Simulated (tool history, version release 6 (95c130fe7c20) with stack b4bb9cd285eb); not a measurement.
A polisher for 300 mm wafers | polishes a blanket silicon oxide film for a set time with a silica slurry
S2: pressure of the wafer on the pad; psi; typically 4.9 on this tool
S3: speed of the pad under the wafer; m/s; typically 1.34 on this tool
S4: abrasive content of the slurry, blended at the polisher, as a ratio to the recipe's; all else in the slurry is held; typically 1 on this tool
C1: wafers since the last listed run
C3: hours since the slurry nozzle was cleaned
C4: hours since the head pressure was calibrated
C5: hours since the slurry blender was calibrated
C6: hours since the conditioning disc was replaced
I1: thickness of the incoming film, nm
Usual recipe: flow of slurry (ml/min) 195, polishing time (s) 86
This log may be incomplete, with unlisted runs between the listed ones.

{"run": 1, "hour": 0.0, "flow of slurry (ml/min)": 195, "S2": 4.9, "S3": 1.34, "S4": 1, "polishing time (s)": 86, "C1": 0, "wafers polished on this pad": 462, "C3": 503.4, "C4": 41.5, "C5": 407.4, "C6": 122.5, "I1": 1143, "film removed (nm)": 346.6}
{"run": 2, "hour": 17.0, "flow of slurry (ml/min)": 195, "S2": 4.9, "S3": 1.34, "S4": 1, "polishing time (s)": 86, "C1": 184, "wafers polished on this pad": 647, "C3": 520.4, "C4": 58.5, "C5": 424.4, "C6": 139.5, "I1": 1148.7, "film removed (nm)": 343.7}
{"run": 3, "hour": 32.3, "flow of slurry (ml/min)": 195, "S2": 4.9, "S3": 1.34, "S4": 1, "polishing time (s)": 86, "C1": 166, "wafers polished on this pad": 814, "C3": 535.7, "C4": 73.8, "C5": 439.7, "C6": 154.8, "I1": 1133.5, "film removed (nm)": 341}
{"run": 4, "hour": 48.7, "flow of slurry (ml/min)": 195, "S2": 4.9, "S3": 1.34, "S4": 1, "polishing time (s)": 86, "C1": 178, "wafers polished on this pad": 992, "C3": 552.1, "C4": 90.2, "C5": 456.1, "C6": 171.2, "I1": 1164.5, "film removed (nm)": 338.8}
{"run": 5, "hour": 60.8, "flow of slurry (ml/min)": 195, "S2": 4.9, "S3": 1.34, "S4": 1, "polishing time (s)": 86, "C1": 131, "wafers polished on this pad": 1124, "C3": 564.2, "C4": 102.3, "C5": 468.2, "C6": 183.3, "I1": 1131.7, "film removed (nm)": 338}
{"hour": 67.0, "done": "slurry blender recalibrated"}
{"run": 6, "hour": 81.1, "flow of slurry (ml/min)": 195, "S2": 4.9, "S3": 1.34, "S4": 1, "polishing time (s)": 86, "C1": 199, "wafers polished on this pad": 1323, "C3": 584.5, "C4": 122.6, "C5": 14.1, "C6": 203.6, "I1": 1139.6, "film removed (nm)": 331.5}
{"run": 7, "hour": 99.0, "flow of slurry (ml/min)": 195, "S2": 4.2, "S3": 0.92, "S4": 1, "polishing time (s)": 64, "C1": 194, "wafers polished on this pad": 1518, "C3": 602.4, "C4": 140.5, "C5": 32, "C6": 221.5, "I1": 1148.8, "film removed (nm)": 162.4}
{"hour": 127.6, "done": "conditioning disc replaced and pad reconditioned"}
{"run": 8, "hour": 131.6, "flow of slurry (ml/min)": 195, "S2": 4.9, "S3": 1.34, "S4": 1, "polishing time (s)": 71, "C1": 332, "wafers polished on this pad": 1851, "C3": 635, "C4": 173.1, "C5": 64.6, "C6": 4, "I1": 1132.6, "film removed (nm)": 289.3}
{"hour": 158.6, "done": "worn pad replaced by a new one"}
{"run": 9, "hour": 164.8, "flow of slurry (ml/min)": 195, "S2": 4.9, "S3": 1.34, "S4": 1, "polishing time (s)": 86, "C1": 317, "wafers polished on this pad": 67, "C3": 668.2, "C4": 206.3, "C5": 97.8, "C6": 37.2, "I1": 1122, "film removed (nm)": 361.2}
{"run": 10, "hour": 184.6, "flow of slurry (ml/min)": 225, "S2": 4.2, "S3": 1.7, "S4": 1.3, "polishing time (s)": 86, "C1": 215, "wafers polished on this pad": 282, "C3": 688, "C4": 226.1, "C5": 117.6, "C6": 57, "I1": 1140.7, "film removed (nm)": 413}
{"run": 11, "hour": 207.5, "flow of slurry (ml/min)": 195, "S2": 4.9, "S3": 1.34, "S4": 1, "polishing time (s)": 86, "C1": 249, "wafers polished on this pad": 531, "C3": 710.9, "C4": 249, "C5": 140.5, "C6": 79.9, "I1": 1135.8, "film removed (nm)": 347.2}
{"run": 12, "hour": 238.3, "flow of slurry (ml/min)": 195, "S2": 4.9, "S3": 1.34, "S4": 1, "polishing time (s)": 86, "C1": 335, "wafers polished on this pad": 866, "C3": 741.7, "C4": 279.8, "C5": 171.3, "C6": 110.7, "I1": 1135.2, "film removed (nm)": 350.9}
{"run": 13, "hour": 274.0, "flow of slurry (ml/min)": 195, "S2": 4.3, "S3": 1.34, "S4": 0.75, "polishing time (s)": 86, "C1": 388, "wafers polished on this pad": 1255, "C3": 777.4, "C4": 315.5, "C5": 207, "C6": 146.4, "I1": 1146.3, "film removed (nm)": 289.1}
{"run": 14, "hour": 296.0, "flow of slurry (ml/min)": 195, "S2": 4.9, "S3": 1.34, "S4": 1, "polishing time (s)": 86, "C1": 239, "wafers polished on this pad": 1494, "C3": 799.4, "C4": 337.5, "C5": 229, "C6": 168.4, "I1": 1138.6, "film removed (nm)": 339.7}
{"run": 15, "hour": 313.7, "flow of slurry (ml/min)": 195, "S2": 6.6, "S3": 1.34, "S4": 0.9, "polishing time (s)": 86, "C1": 192, "wafers polished on this pad": 1687, "C3": 817.1, "C4": 355.2, "C5": 246.7, "C6": 186.1, "I1": 1151.5, "film removed (nm)": 415.5}
{"run": 16, "hour": 329.8, "flow of slurry (ml/min)": 195, "S2": 4.9, "S3": 1.34, "S4": 1, "polishing time (s)": 86, "C1": 175, "wafers polished on this pad": 1862, "C3": 833.2, "C4": 371.3, "C5": 262.8, "C6": 202.2, "I1": 1154.7, "film removed (nm)": 341.4}
{"hour": 357.6, "done": "worn pad replaced by a new one"}
{"hour": 365.0, "done": "slurry nozzle cleaned"}
{"hour": 377.0, "done": "conditioning disc replaced and pad reconditioned"}
{"run": 17, "hour": 409.7, "flow of slurry (ml/min)": 195, "S2": 4.9, "S3": 1.34, "S4": 1, "polishing time (s)": 86, "C1": 793, "wafers polished on this pad": 534, "C3": 44.7, "C4": 451.2, "C5": 342.7, "C6": 32.7, "I1": 1133.9, "film removed (nm)": 354.6}
{"run": 18, "hour": 440.6, "flow of slurry (ml/min)": 155, "S2": 4.9, "S3": 1.34, "S4": 1.3, "polishing time (s)": 109, "C1": 336, "wafers polished on this pad": 870, "C3": 75.6, "C4": 482.1, "C5": 373.6, "C6": 63.6, "I1": 1148.9, "film removed (nm)": 456.1}
{"run": 19, "hour": 464.8, "flow of slurry (ml/min)": 195, "S2": 4.9, "S3": 1.64, "S4": 1, "polishing time (s)": 86, "C1": 263, "wafers polished on this pad": 1134, "C3": 99.8, "C4": 506.3, "C5": 397.8, "C6": 87.8, "I1": 1151.1, "film removed (nm)": 410.1}
{"hour": 494.4, "done": "slurry blender recalibrated"}
{"run": 20, "hour": 498.3, "flow of slurry (ml/min)": 195, "S2": 3.8, "S3": 1.34, "S4": 1.15, "polishing time (s)": 86, "C1": 342, "wafers polished on this pad": 1477, "C3": 133.3, "C4": 539.8, "C5": 3.9, "C6": 121.3, "I1": 1149.6, "film removed (nm)": 287.9}
{"run": 21, "hour": 526.9, "flow of slurry (ml/min)": 125, "S2": 4.9, "S3": 1.34, "S4": 1, "polishing time (s)": 108, "C1": 311, "wafers polished on this pad": 1788, "C3": 161.9, "C4": 568.4, "C5": 32.5, "C6": 149.9, "I1": 1124.4, "film removed (nm)": 395.1}
{"run": 22, "hour": 539.9, "flow of slurry (ml/min)": 195, "S2": 4.9, "S3": 1.34, "S4": 1, "polishing time (s)": 112, "C1": 141, "wafers polished on this pad": 1929, "C3": 174.9, "C4": 581.4, "C5": 45.5, "C6": 162.9, "I1": 1144.8, "film removed (nm)": 441.6}
{"hour": 560.8, "done": "worn pad replaced by a new one"}
{"run": 23, "hour": 568.3, "flow of slurry (ml/min)": 195, "S2": 3.9, "S3": 1.02, "S4": 1.1, "polishing time (s)": 113, "C1": 265, "wafers polished on this pad": 81, "C3": 203.3, "C4": 609.8, "C5": 73.9, "C6": 191.3, "I1": 1145.5, "film removed (nm)": 304.2}
{"run": 24, "hour": 592.0, "flow of slurry (ml/min)": 195, "S2": 5.7, "S3": 1.34, "S4": 1, "polishing time (s)": 86, "C1": 257, "wafers polished on this pad": 339, "C3": 227, "C4": 633.5, "C5": 97.6, "C6": 215, "I1": 1134.6, "film removed (nm)": 381.2}
{"run": 25, "hour": 606.0, "flow of slurry (ml/min)": 195, "S2": 4.9, "S3": 1.34, "S4": 1, "polishing time (s)": 86, "C1": 152, "wafers polished on this pad": 491, "C3": 241, "C4": 647.5, "C5": 111.6, "C6": 229, "I1": 1149.3, "film removed (nm)": 325.1}
{"hour": 621.4, "done": "conditioning disc replaced and pad reconditioned"}
{"run": 26, "hour": 630.6, "flow of slurry (ml/min)": 240, "S2": 6.1, "S3": 1.34, "S4": 1, "polishing time (s)": 86, "C1": 245, "wafers polished on this pad": 737, "C3": 265.6, "C4": 672.1, "C5": 136.2, "C6": 9.2, "I1": 1142.1, "film removed (nm)": 449.3}
{"run": 27, "hour": 654.0, "flow of slurry (ml/min)": 195, "S2": 4.9, "S3": 1.34, "S4": 1, "polishing time (s)": 86, "C1": 254, "wafers polished on this pad": 992, "C3": 289, "C4": 695.5, "C5": 159.6, "C6": 32.6, "I1": 1126.6, "film removed (nm)": 354.2}

List, for all runs, the conditions of the tool that the log does not record:
removal rate lost through wear of the pad, %: 0 in every run
slurry flow missing at the pad, %: 0 in every run
deviation of the head's pressure from its setpoint, %: 0 in every run
abrasive missing from the slurry, %: 0 in every run
H1: time polished since the conditioner stopped cutting, s
run=1 H1=22.7
run=2 H1=27.7
run=3 H1=32.8
run=4 H1=38.9
run=5 H1=43.8
run=6 H1=52.7
run=7 H1=61.4
run=8 H1=1.45
run=9 H1=3.01
run=10 H1=5.14
run=11 H1=8.71
run=12 H1=15.4
run=13 H1=25.8
run=14 H1=33.7
run=15 H1=40.9
run=16 H1=48
run=17 H1=7.9
run=18 H1=11.3
run=19 H1=15.5
run=20 H1=23.4
run=21 H1=32.3
run=22 H1=36.9
run=23 H1=48.3
run=24 H1=59.3
run=25 H1=66.4
run=26 H1=5.56
run=27 H1=6.67

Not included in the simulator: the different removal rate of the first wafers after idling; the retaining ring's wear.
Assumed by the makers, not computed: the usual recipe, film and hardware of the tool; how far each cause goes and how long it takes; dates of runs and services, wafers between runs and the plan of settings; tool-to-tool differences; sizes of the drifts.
